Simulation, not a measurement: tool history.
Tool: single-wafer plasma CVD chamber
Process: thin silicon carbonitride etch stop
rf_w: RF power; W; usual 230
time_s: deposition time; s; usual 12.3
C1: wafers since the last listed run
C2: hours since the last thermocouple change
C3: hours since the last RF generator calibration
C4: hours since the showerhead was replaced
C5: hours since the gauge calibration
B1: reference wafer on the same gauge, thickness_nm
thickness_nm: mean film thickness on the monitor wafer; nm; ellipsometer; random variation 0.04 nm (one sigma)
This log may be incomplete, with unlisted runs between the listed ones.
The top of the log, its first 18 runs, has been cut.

At day 50.621: gauge calibrated.
Run 19, day 52.054: usual settings but rf_w 275 W, time_s 14.5 s; C1 3352; C2 1787.2; C3 1184.2; C4 4685.8; C5 34.4; B1 6.103. Result: thickness_nm 8.619 nm.
Run 20, day 54.446: usual settings; C1 2408; C2 1844.6; C3 1241.6; C4 4743.2; C5 91.8; B1 6.122. Result: thickness_nm 6.858 nm.
Run 21, day 58.946: usual settings; C1 4531; C2 1952.6; C3 1349.6; C4 4851.2; C5 199.8; B1 6.107. Result: thickness_nm 6.820 nm.
Run 22, day 62.088: usual settings but time_s 13.8 s; C1 3164; C2 2028.0; C3 1425.0; C4 4926.6; C5 275.2; B1 6.109. Result: thickness_nm 7.590 nm.
Run 23, day 63.975: usual settings but rf_w 200 W, time_s 14.5 s; C1 1900; C2 2073.3; C3 1470.3; C4 4971.9; C5 320.5; B1 6.112. Result: thickness_nm 7.706 nm.
Run 24, day 66.508: usual settings; C1 2551; C2 2134.1; C3 1531.1; C4 5032.7; C5 381.3; B1 6.103. Result: thickness_nm 6.881 nm.
At day 67.412: RF generator calibrated.
At day 68.742: thermocouple changed; heater temperature recalibrated.
Run 25, day 70.367: usual settings but rf_w 260 W, time_s 11.6 s; C1 3214; C2 39.0; C3 70.9; C4 5125.3; C5 473.9; B1 6.119. Result: thickness_nm 6.957 nm.
Run 26, day 72.312: usual settings; C1 1959; C2 85.7; C3 117.6; C4 5172.0; C5 520.6; B1 6.113. Result: thickness_nm 7.069 nm.
Run 27, day 75.242: usual settings but rf_w 260 W, time_s 9.8 s; C1 2949; C2 156.0; C3 187.9; C4 5242.3; C5 590.9; B1 6.115. Result: thickness_nm 5.913 nm.
At day 76.217: showerhead replaced.
Run 28, day 78.512: usual settings but rf_w 190 W, time_s 13.3 s; C1 2958; C2 234.5; C3 266.4; C4 55.1; C5 669.4; B1 6.114. Result: thickness_nm 7.078 nm.
Run 29, day 80.146: usual settings but rf_w 250 W, time_s 11.4 s; C1 1644; C2 273.7; C3 305.6; C4 94.3; C5 708.6; B1 6.113. Result: thickness_nm 6.717 nm.
Run 30, day 84.271: usual settings but rf_w 210 W, time_s 14.0 s; C1 4154; C2 372.7; C3 404.6; C4 193.3; C5 807.6; B1 6.102. Result: thickness_nm 7.714 nm.
Run 31, day 87.721: usual settings but time_s 14.1 s; C1 3474; C2 455.5; C3 487.4; C4 276.1; C5 890.4; B1 6.106. Result: thickness_nm 8.080 nm.
Run 32, day 91.404: usual settings but rf_w 190 W, time_s 14.6 s; C1 3709; C2 543.9; C3 575.8; C4 364.5; C5 978.8; B1 6.111. Result: thickness_nm 7.698 nm.
Run 33, day 94.583: usual settings but time_s 10.0 s; C1 3201; C2 620.2; C3 652.1; C4 440.8; C5 1055.1; B1 6.113. Result: thickness_nm 5.657 nm.
Run 34, day 98.183: usual settings but rf_w 265 W, time_s 13.3 s; C1 3625; C2 706.6; C3 738.5; C4 527.2; C5 1141.5; B1 6.113. Result: thickness_nm 7.859 nm.
Run 35, day 100.171: usual settings but rf_w 210 W, time_s 10.1 s; C1 2001; C2 754.3; C3 786.2; C4 574.9; C5 1189.2; B1 6.107. Result: thickness_nm 5.516 nm.

Here are 3 independent what-if runs from the current tool condition. What would each one return?
Run A, day 100.188: usual settings; C1 16; C2 754.7; C3 786.6; C4 575.3; C5 1189.6; B1 ?. Result: thickness_nm ?.
Run B, day 100.188: usual settings but time_s 14.5 s; C1 16; C2 754.7; C3 786.6; C4 575.3; C5 1189.6; B1 ?. Result: thickness_nm ?.
Run C, day 100.188: usual settings but rf_w 255 W; C1 16; C2 754.7; C3 786.6; C4 575.3; C5 1189.6; B1 ?. Result: thickness_nm ?.

run     B1  thickness_nm
  A  6.109         6.948
  B  6.109         8.191
  C  6.109         7.197
The same runs, with their run-to-run variation unchanged, on a tool lacking any hidden condition would have given:
run  thickness_nm
  A         7.122
  B         8.396
  C         7.377
